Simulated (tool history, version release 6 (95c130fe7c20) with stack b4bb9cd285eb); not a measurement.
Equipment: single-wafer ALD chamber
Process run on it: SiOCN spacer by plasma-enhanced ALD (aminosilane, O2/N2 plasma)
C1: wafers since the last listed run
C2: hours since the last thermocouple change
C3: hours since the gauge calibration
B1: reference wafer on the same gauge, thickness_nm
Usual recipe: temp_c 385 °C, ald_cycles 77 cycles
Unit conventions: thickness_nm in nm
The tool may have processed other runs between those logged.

Run 1, hour 0.0: usual settings; C1 0; C2 387.0; C3 1235.1; B1 4.650. Result: thickness_nm 4.812 nm.
At hour 39.9: gauge calibrated.
Run 2, hour 82.7: usual settings; C1 190; C2 469.7; C3 42.8; B1 4.648. Result: thickness_nm 4.782 nm.
Run 3, hour 171.1: usual settings; C1 203; C2 558.1; C3 131.2; B1 4.651. Result: thickness_nm 4.808 nm.
Run 4, hour 258.2: usual settings but ald_cycles 83 cycles; C1 200; C2 645.2; C3 218.3; B1 4.649. Result: thickness_nm 5.186 nm.
Run 5, hour 360.9: usual settings but ald_cycles 83 cycles; C1 236; C2 747.9; C3 321.0; B1 4.651. Result: thickness_nm 5.211 nm.
Run 6, hour 464.9: usual settings; C1 239; C2 851.9; C3 425.0; B1 4.650. Result: thickness_nm 4.812 nm.
Run 7, hour 555.1: usual settings; C1 207; C2 942.1; C3 515.2; B1 4.648. Result: thickness_nm 4.799 nm.
Run 8, hour 621.0: usual settings; C1 151; C2 1008.0; C3 581.1; B1 4.650. Result: thickness_nm 4.803 nm.
Run 9, hour 716.6: usual settings but temp_c 374 °C; C1 220; C2 1103.6; C3 676.7; B1 4.650. Result: thickness_nm 4.789 nm.
Run 10, hour 757.1: usual settings but temp_c 374 °C; C1 93; C2 1144.1; C3 717.2; B1 4.654. Result: thickness_nm 4.811 nm.
Run 11, hour 865.6: usual settings but ald_cycles 81 cycles; C1 250; C2 1252.6; C3 825.7; B1 4.648. Result: thickness_nm 5.051 nm.
Run 12, hour 944.5: usual settings; C1 181; C2 1331.5; C3 904.6; B1 4.648. Result: thickness_nm 4.791 nm.
Run 13, hour 1049.0: usual settings; C1 240; C2 1436.0; C3 1009.1; B1 4.648. Result: thickness_nm 4.815 nm.
At hour 1062.8: thermocouple changed; heater temperature recalibrated.
Run 14, hour 1150.0: usual settings; C1 214; C2 87.2; C3 1110.1; B1 4.649. Result: thickness_nm 4.801 nm.
At hour 1189.2: gauge calibrated.
Run 15, hour 1203.5: usual settings but ald_cycles 86 cycles; C1 123; C2 140.7; C3 14.3; B1 4.648. Result: thickness_nm 5.363 nm.
Run 16, hour 1282.8: usual settings but temp_c 379 °C, ald_cycles 83 cycles; C1 182; C2 220.0; C3 93.6; B1 4.652. Result: thickness_nm 5.202 nm.
Run 17, hour 1355.3: usual settings; C1 167; C2 292.5; C3 166.1; B1 4.655. Result: thickness_nm 4.791 nm.
Run 18, hour 1412.1: usual settings but ald_cycles 66 cycles; C1 130; C2 349.3; C3 222.9; B1 4.653. Result: thickness_nm 4.114 nm.
Run 19, hour 1471.7: usual settings but ald_cycles 70 cycles; C1 137; C2 408.9; C3 282.5; B1 4.647. Result: thickness_nm 4.371 nm.
Run 20, hour 1566.6: usual settings but temp_c 377 °C; C1 218; C2 503.8; C3 377.4; B1 4.654. Result: thickness_nm 4.822 nm.
Run 21, hour 1657.8: usual settings but temp_c 372 °C, ald_cycles 92 cycles; C1 210; C2 595.0; C3 468.6; B1 4.648. Result: thickness_nm 5.738 nm.
Run 22, hour 1739.0: usual settings but temp_c 375 °C, ald_cycles 84 cycles; C1 187; C2 676.2; C3 549.8; B1 4.651. Result: thickness_nm 5.241 nm.

How the hidden state differs across the entries between the runs, from the last listed run before each to the first after it:
In the gap between runs 1 and 2: gauge calibrated (hour 39.9)
  nothing in the hidden state changes from one run to the other
In the gap between runs 13 and 14: thermocouple changed; heater temperature recalibrated (hour 1062.8)
  nothing in the hidden state changes from one run to the other
In the gap between runs 14 and 15: gauge calibrated (hour 1189.2)
  nothing in the hidden state changes from one run to the other
